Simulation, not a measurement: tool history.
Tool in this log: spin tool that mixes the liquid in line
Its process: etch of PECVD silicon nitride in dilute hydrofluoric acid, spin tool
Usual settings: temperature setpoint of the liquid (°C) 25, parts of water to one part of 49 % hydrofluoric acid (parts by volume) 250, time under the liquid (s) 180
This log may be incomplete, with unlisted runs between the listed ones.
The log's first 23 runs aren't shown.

| run | hour | temperature setpoint of the liquid (°C) | parts of water to one part of 49 % hydrofluoric acid (parts by volume) | time under the liquid (s) | read-back film thickness of the PECVD silicon nitride reference wafer, read on the same gauge (nm) | thickness taken off the PECVD silicon nitride on a monitor wafer (angstrom) |
|---|---|---|---|---|---|---|
| 24 | 535.7 | 23 | 220 | 225 | 150.004 | 35 |
| 25 | 556.5 | 25 | 130 | 225 | 150.019 | 67.32 |
| 26 | 579.8 | 25 | 145 | 275 | 149.995 | 72.55 |
| 27 | 612.8 | 23 | 250 | 180 | 149.999 | 25.03 |
| 28 | 691.2 | 25 | 250 | 180 | 150.023 | 27.4 |
| 29 | 710.3 | 23.5 | 360 | 85 | 149.99 | 8.26 |
| 30 | 734.4 | 25 | 250 | 180 | 150.001 | 28.28 |
| 31 | 762.5 | 25 | 345 | 180 | 149.989 | 20.06 |

Branching from run 31: 5 alternative next runs. What would each branch give?
| A | 763 | 25 | 340 | 180 | ? | ? |
| B | 763 | 20.5 | 335 | 215 | ? | ? |
| C | 763 | 25 | 135 | 115 | ? | ? |
| D | 763 | 25 | 315 | 245 | ? | ? |
| E | 763 | 27.5 | 325 | 180 | ? | ? |

| run | read-back film thickness of the PECVD silicon nitride reference wafer, read on the same gauge (nm) | thickness taken off the PECVD silicon nitride on a monitor wafer (angstrom) |
|---|---|---|
| A | 149.993 | 20.11 |
| B | 149.993 | 18.5 |
| C | 149.993 | 32.16 |
| D | 149.993 | 29.54 |
| E | 149.993 | 24.41 |
Take away the tool's hidden state, keep each run's random variation, and the runs would have read:
| run | thickness taken off the PECVD silicon nitride on a monitor wafer (angstrom) |
|---|---|
| A | 20.61 |
| B | 18.98 |
| C | 33.02 |
| D | 30.28 |
| E | 25 |

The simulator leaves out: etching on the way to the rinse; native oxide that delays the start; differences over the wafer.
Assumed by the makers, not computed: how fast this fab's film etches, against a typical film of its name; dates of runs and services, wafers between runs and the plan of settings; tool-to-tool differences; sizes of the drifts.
